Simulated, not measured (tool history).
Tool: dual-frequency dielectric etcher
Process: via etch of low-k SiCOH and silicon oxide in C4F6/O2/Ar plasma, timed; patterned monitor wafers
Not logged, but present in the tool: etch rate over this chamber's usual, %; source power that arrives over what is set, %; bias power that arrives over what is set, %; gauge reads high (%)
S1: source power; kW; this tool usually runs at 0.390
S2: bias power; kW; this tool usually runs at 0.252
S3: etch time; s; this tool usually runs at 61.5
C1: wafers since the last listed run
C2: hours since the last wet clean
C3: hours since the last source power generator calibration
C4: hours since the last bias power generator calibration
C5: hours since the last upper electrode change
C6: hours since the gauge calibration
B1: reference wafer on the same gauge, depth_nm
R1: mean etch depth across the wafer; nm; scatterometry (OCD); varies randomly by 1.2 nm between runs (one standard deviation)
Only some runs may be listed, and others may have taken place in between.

| run | hour | S1 | S2 | S3 | C1 | C2 | C3 | C4 | C5 | C6 | B1 | R1 |
|---|---|---|---|---|---|---|---|---|---|---|---|---|
| 1 | 0.0 | 0.460 | 0.252 | 61.5 | 0 | 139.2 | 3528.8 | 2552.3 | 2854.8 | 950.1 | 190.6 | 197.0 |
| 2 | 40.0 | 0.390 | 0.252 | 61.5 | 534 | 179.2 | 3568.8 | 2592.3 | 2894.8 | 990.1 | 190.0 | 186.3 |
| 3 | 104.7 | 0.390 | 0.252 | 61.5 | 863 | 243.9 | 3633.5 | 2657.0 | 2959.5 | 1054.8 | 189.4 | 188.4 |
| 4 | 159.0 | 0.390 | 0.252 | 61.5 | 724 | 298.2 | 3687.8 | 2711.3 | 3013.8 | 1109.1 | 189.6 | 185.9 |
| 5 | 183.2 | 0.390 | 0.252 | 61.5 | 323 | 322.4 | 3712.0 | 2735.5 | 3038.0 | 1133.3 | 189.3 | 188.1 |
| 6 | 214.2 | 0.390 | 0.252 | 61.5 | 413 | 353.4 | 3743.0 | 2766.5 | 3069.0 | 1164.3 | 190.1 | 186.1 |
| 7 | 272.4 | 0.390 | 0.252 | 61.5 | 777 | 411.6 | 3801.2 | 2824.7 | 3127.2 | 1222.5 | 190.2 | 185.3 |
| 8 | 321.0 | 0.370 | 0.252 | 61.5 | 648 | 460.2 | 3849.8 | 2873.3 | 3175.8 | 1271.1 | 189.6 | 181.0 |
|  | 387.9 | wet clean of the chamber |
| 9 | 388.7 | 0.370 | 0.252 | 61.5 | 583 | 0.8 | 3917.5 | 2941.0 | 3243.5 | 1338.8 | 190.0 | 182.4 |
| 10 | 443.5 | 0.390 | 0.252 | 57.0 | 731 | 55.6 | 3972.3 | 2995.8 | 3298.3 | 1393.6 | 189.2 | 172.3 |
| 11 | 482.4 | 0.390 | 0.252 | 57.0 | 519 | 94.5 | 4011.2 | 3034.7 | 3337.2 | 1432.5 | 189.8 | 173.6 |
| 12 | 523.0 | 0.390 | 0.252 | 61.5 | 542 | 135.1 | 4051.8 | 3075.3 | 3377.8 | 1473.1 | 189.6 | 186.8 |
| 13 | 583.4 | 0.480 | 0.279 | 74.0 | 806 | 195.5 | 4112.2 | 3135.7 | 3438.2 | 1533.5 | 189.8 | 250.7 |
| 14 | 689.5 | 0.390 | 0.252 | 44.5 | 1416 | 301.6 | 4218.3 | 3241.8 | 3544.3 | 1639.6 | 190.1 | 135.3 |
| 15 | 749.4 | 0.390 | 0.252 | 61.5 | 799 | 361.5 | 4278.2 | 3301.7 | 3604.2 | 1699.5 | 189.6 | 187.5 |
|  | 786.7 | source power generator calibrated |
| 16 | 811.0 | 0.340 | 0.281 | 44.0 | 769 | 423.1 | 24.3 | 3363.3 | 3665.8 | 1761.1 | 190.5 | 132.9 |
| 17 | 847.9 | 0.390 | 0.209 | 71.5 | 492 | 460.0 | 61.2 | 3400.2 | 3702.7 | 1798.0 | 190.1 | 203.0 |
|  | 888.5 | gauge calibrated |
|  | 899.4 | upper electrode replaced |
| 18 | 900.9 | 0.320 | 0.277 | 61.5 | 387 | 513.0 | 114.2 | 3453.2 | 1.5 | 12.4 | 189.8 | 181.3 |
| 19 | 925.9 | 0.390 | 0.232 | 46.5 | 333 | 538.0 | 139.2 | 3478.2 | 26.5 | 37.4 | 189.4 | 135.6 |
| 20 | 951.4 | 0.430 | 0.279 | 61.5 | 340 | 563.5 | 164.7 | 3503.7 | 52.0 | 62.9 | 190.0 | 198.7 |
| 21 | 1003.5 | 0.320 | 0.314 | 78.0 | 695 | 615.6 | 216.8 | 3555.8 | 104.1 | 115.0 | 190.2 | 240.2 |
|  | 1034.0 | wet clean of the chamber |
| 22 | 1045.6 | 0.390 | 0.252 | 61.5 | 241 | 11.6 | 258.9 | 3597.9 | 146.2 | 157.1 | 189.4 | 185.5 |
|  | 1069.6 | bias power generator calibrated |
| 23 | 1107.5 | 0.440 | 0.252 | 61.5 | 773 | 73.5 | 320.8 | 37.9 | 208.1 | 219.0 | 189.6 | 192.5 |
| 24 | 1163.4 | 0.390 | 0.252 | 47.0 | 746 | 129.4 | 376.7 | 93.8 | 264.0 | 274.9 | 189.6 | 141.2 |
| 25 | 1208.1 | 0.460 | 0.223 | 61.5 | 596 | 174.1 | 421.4 | 138.5 | 308.7 | 319.6 | 189.5 | 188.8 |
| 26 | 1262.2 | 0.390 | 0.252 | 61.5 | 722 | 228.2 | 475.5 | 192.6 | 362.8 | 373.7 | 190.3 | 187.3 |
| 27 | 1289.3 | 0.390 | 0.292 | 61.5 | 361 | 255.3 | 502.6 | 219.7 | 389.9 | 400.8 | 189.6 | 197.0 |
| 28 | 1317.2 | 0.490 | 0.252 | 61.5 | 372 | 283.2 | 530.5 | 247.6 | 417.8 | 428.7 | 189.5 | 202.4 |
| 29 | 1374.2 | 0.390 | 0.252 | 61.5 | 761 | 340.2 | 587.5 | 304.6 | 474.8 | 485.7 | 190.5 | 186.7 |
| 30 | 1420.4 | 0.320 | 0.252 | 48.0 | 616 | 386.4 | 633.7 | 350.8 | 521.0 | 531.9 | 189.8 | 136.6 |

Here are 4 independent what-if runs from the current tool condition. What would each one return?
| A | 1420.8 | 0.390 | 0.231 | 61.5 | 5 | 386.8 | 634.1 | 351.2 | 521.4 | 532.3 | ? | ? |
| B | 1420.8 | 0.390 | 0.194 | 61.5 | 5 | 386.8 | 634.1 | 351.2 | 521.4 | 532.3 | ? | ? |
| C | 1420.8 | 0.320 | 0.252 | 61.5 | 5 | 386.8 | 634.1 | 351.2 | 521.4 | 532.3 | ? | ? |
| D | 1420.8 | 0.390 | 0.191 | 61.5 | 5 | 386.8 | 634.1 | 351.2 | 521.4 | 532.3 | ? | ? |

| run | B1 | R1 |
|---|---|---|
| A | 189.9 | 179.0 |
| B | 189.9 | 167.8 |
| C | 189.9 | 173.1 |
| D | 189.9 | 166.8 |
What these runs would have given with no unlogged condition in the tool:
| run | R1 |
|---|---|
| A | 179.0 |
| B | 167.8 |
| C | 173.1 |
| D | 166.8 |

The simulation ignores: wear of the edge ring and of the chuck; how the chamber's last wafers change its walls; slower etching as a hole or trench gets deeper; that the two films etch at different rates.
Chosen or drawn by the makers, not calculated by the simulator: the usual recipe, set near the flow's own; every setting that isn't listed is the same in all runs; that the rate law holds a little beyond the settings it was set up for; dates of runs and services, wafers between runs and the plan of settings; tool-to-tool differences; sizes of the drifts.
